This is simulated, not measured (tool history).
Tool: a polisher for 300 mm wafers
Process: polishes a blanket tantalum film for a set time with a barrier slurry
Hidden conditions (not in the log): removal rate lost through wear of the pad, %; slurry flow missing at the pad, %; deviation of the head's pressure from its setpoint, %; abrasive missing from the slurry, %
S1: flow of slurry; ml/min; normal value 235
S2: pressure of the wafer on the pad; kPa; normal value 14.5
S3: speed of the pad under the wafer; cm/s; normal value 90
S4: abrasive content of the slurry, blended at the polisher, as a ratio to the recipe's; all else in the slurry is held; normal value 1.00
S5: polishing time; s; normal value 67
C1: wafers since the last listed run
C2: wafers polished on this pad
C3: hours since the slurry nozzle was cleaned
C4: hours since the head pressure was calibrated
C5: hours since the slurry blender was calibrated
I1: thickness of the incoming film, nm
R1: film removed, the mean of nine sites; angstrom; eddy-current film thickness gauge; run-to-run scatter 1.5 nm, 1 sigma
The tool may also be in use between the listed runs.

Run 1, hour 0.0: usual settings; C1 0; C2 1013; C3 649.3; C4 1078.8; C5 247.7; I1 300.9. Result: R1 1006 angstrom.
At hour 2.4: slurry nozzle cleaned.
At hour 25.4: worn pad replaced by a new one.
Run 2, hour 65.5: usual settings but S1 285 ml/min; C1 473; C2 314; C3 63.1; C4 1144.3; C5 313.2; I1 301.3. Result: R1 1170 angstrom.
Run 3, hour 117.7: usual settings but S1 285 ml/min; C1 408; C2 722; C3 115.3; C4 1196.5; C5 365.4; I1 296.3. Result: R1 1144 angstrom.
Run 4, hour 147.3: usual settings but S1 285 ml/min; C1 231; C2 954; C3 144.9; C4 1226.1; C5 395.0; I1 300.8. Result: R1 1133 angstrom.
At hour 167.4: worn pad replaced by a new one.
Run 5, hour 185.1: usual settings but S5 62 s; C1 264; C2 138; C3 182.7; C4 1263.9; C5 432.8; I1 297.3. Result: R1 1019 angstrom.
At hour 244.3: slurry blender recalibrated.
Run 6, hour 247.3: usual settings but S5 62 s; C1 471; C2 609; C3 244.9; C4 1326.1; C5 3.0; I1 303.2. Result: R1 1029 angstrom.
Run 7, hour 308.5: usual settings but S5 62 s; C1 479; C2 1088; C3 306.1; C4 1387.3; C5 64.2; I1 302.7. Result: R1 1029 angstrom.
At hour 341.1: worn pad replaced by a new one.
Run 8, hour 341.6: usual settings; C1 227; C2 3; C3 339.2; C4 1420.4; C5 97.3; I1 301.4. Result: R1 1093 angstrom.
At hour 385.8: head pressure recalibrated.
Run 9, hour 408.4: usual settings but S2 9.7 kPa, S3 114 cm/s; C1 507; C2 511; C3 406.0; C4 22.6; C5 164.1; I1 301.4. Result: R1 864 angstrom.
Run 10, hour 474.3: usual settings but S1 170 ml/min, S4 1.20; C1 515; C2 1026; C3 471.9; C4 88.5; C5 230.0; I1 303.7. Result: R1 1037 angstrom.
At hour 483.9: worn pad replaced by a new one.
Run 11, hour 514.2: usual settings but S4 1.10; C1 280; C2 236; C3 511.8; C4 128.4; C5 269.9; I1 300.5. Result: R1 1102 angstrom.
Run 12, hour 559.7: usual settings but S2 11.0 kPa, S4 1.30, S5 82 s; C1 356; C2 593; C3 557.3; C4 173.9; C5 315.4; I1 294.8. Result: R1 1039 angstrom.
At hour 589.1: slurry nozzle cleaned.
Run 13, hour 605.2: usual settings; C1 348; C2 941; C3 16.1; C4 219.4; C5 360.9; I1 302.0. Result: R1 1115 angstrom.
Run 14, hour 636.0: usual settings but S2 17.2 kPa, S3 100 cm/s; C1 241; C2 1182; C3 46.9; C4 250.2; C5 391.7; I1 301.0. Result: R1 1460 angstrom.
At hour 661.3: worn pad replaced by a new one.
Run 15, hour 685.3: usual settings but S1 260 ml/min, S4 1.15, S5 79 s; C1 354; C2 187; C3 96.2; C4 299.5; C5 441.0; I1 299.6. Result: R1 1424 angstrom.
Run 16, hour 751.4: usual settings but S2 18.6 kPa, S3 120 cm/s; C1 517; C2 705; C3 162.3; C4 365.6; C5 507.1; I1 299.3. Result: R1 1839 angstrom.
At hour 788.2: slurry blender recalibrated.
Run 17, hour 806.3: usual settings but S2 11.0 kPa; C1 414; C2 1119; C3 217.2; C4 420.5; C5 18.1; I1 299.2. Result: R1 843 angstrom.

Alternative continuations, all from the tool just after run 17; predict every row:
Run A, hour 806.7: usual settings but S3 80 cm/s; C1 3; C2 1122; C3 217.6; C4 420.9; C5 18.5; I1 305.7. Result: R1 ?.
Run B, hour 806.7: usual settings but S3 58 cm/s, S4 1.15; C1 3; C2 1122; C3 217.6; C4 420.9; C5 18.5; I1 305.7. Result: R1 ?.
Run C, hour 806.7: usual settings but S5 81 s; C1 3; C2 1122; C3 217.6; C4 420.9; C5 18.5; I1 305.7. Result: R1 ?.
Run D, hour 806.7: usual settings but S5 55 s; C1 3; C2 1122; C3 217.6; C4 420.9; C5 18.5; I1 305.7. Result: R1 ?.
Run E, hour 806.7: usual settings but S1 210 ml/min, S3 74 cm/s, S5 51 s; C1 3; C2 1122; C3 217.6; C4 420.9; C5 18.5; I1 305.7. Result: R1 ?.

run    R1
  A  1017
  B   837
  C  1343
  D   912
  E   719
The same runs, with their run-to-run variation unchanged, on a tool lacking any hidden condition would have given:
run    R1
  A  1035
  B   853
  C  1368
  D   929
  E   734
